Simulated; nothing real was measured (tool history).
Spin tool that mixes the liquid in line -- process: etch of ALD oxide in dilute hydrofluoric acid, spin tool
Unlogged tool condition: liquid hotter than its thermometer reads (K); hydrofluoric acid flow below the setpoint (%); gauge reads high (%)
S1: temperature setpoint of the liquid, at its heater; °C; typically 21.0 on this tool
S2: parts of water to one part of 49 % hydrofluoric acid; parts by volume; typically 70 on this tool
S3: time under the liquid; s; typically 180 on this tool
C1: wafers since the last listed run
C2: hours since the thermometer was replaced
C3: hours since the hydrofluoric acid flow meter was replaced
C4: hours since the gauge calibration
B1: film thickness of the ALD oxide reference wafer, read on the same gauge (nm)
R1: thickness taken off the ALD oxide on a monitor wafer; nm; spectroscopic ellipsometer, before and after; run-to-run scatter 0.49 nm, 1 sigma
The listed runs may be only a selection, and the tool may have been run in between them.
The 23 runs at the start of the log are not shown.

| run | hour | S1 | S2 | S3 | C1 | C2 | C3 | C4 | B1 | R1 |
|---|---|---|---|---|---|---|---|---|---|---|
| 24 | 500.4 | 21.0 | 70 | 100 | 54 | 40.2 | 117.9 | 232.3 | 39.97 | 27.91 |
| 25 | 519.7 | 17.5 | 100 | 85 | 81 | 59.5 | 137.2 | 251.6 | 40.05 | 13.77 |
| 26 | 533.2 | 21.0 | 70 | 180 | 57 | 73.0 | 150.7 | 265.1 | 39.95 | 50.66 |
| 27 | 564.0 | 21.0 | 70 | 90 | 130 | 103.8 | 181.5 | 295.9 | 39.98 | 24.79 |
| 28 | 584.0 | 17.0 | 70 | 270 | 84 | 123.8 | 201.5 | 315.9 | 40.01 | 64.25 |
| 29 | 596.8 | 24.0 | 105 | 180 | 54 | 136.6 | 214.3 | 328.7 | 40.00 | 35.69 |
| 30 | 620.6 | 21.0 | 70 | 180 | 100 | 160.4 | 238.1 | 352.5 | 40.00 | 50.88 |
| 31 | 635.2 | 17.0 | 70 | 150 | 61 | 175.0 | 252.7 | 367.1 | 40.00 | 34.97 |
| 32 | 650.2 | 21.0 | 70 | 180 | 63 | 190.0 | 267.7 | 382.1 | 39.98 | 49.75 |
| 33 | 683.7 | 24.5 | 90 | 80 | 142 | 223.5 | 301.2 | 415.6 | 40.03 | 19.36 |
| 34 | 711.8 | 21.0 | 105 | 275 | 119 | 251.6 | 329.3 | 443.7 | 40.01 | 48.84 |

Forecast each of these 3 alternatives for the next run:
| A | 712.3 | 21.0 | 45 | 180 | 2 | 252.1 | 329.8 | 444.2 | ? | ? |
| B | 712.3 | 17.0 | 55 | 235 | 2 | 252.1 | 329.8 | 444.2 | ? | ? |
| C | 712.3 | 25.0 | 70 | 280 | 2 | 252.1 | 329.8 | 444.2 | ? | ? |

| run | B1 | R1 |
|---|---|---|
| A | 40.00 | 80.39 |
| B | 40.00 | 71.51 |
| C | 40.00 | 91.82 |
Stripped of hidden state, with their random variation kept, the same runs would have yielded:
| run | R1 |
|---|---|
| A | 80.39 |
| B | 71.51 |
| C | 91.82 |
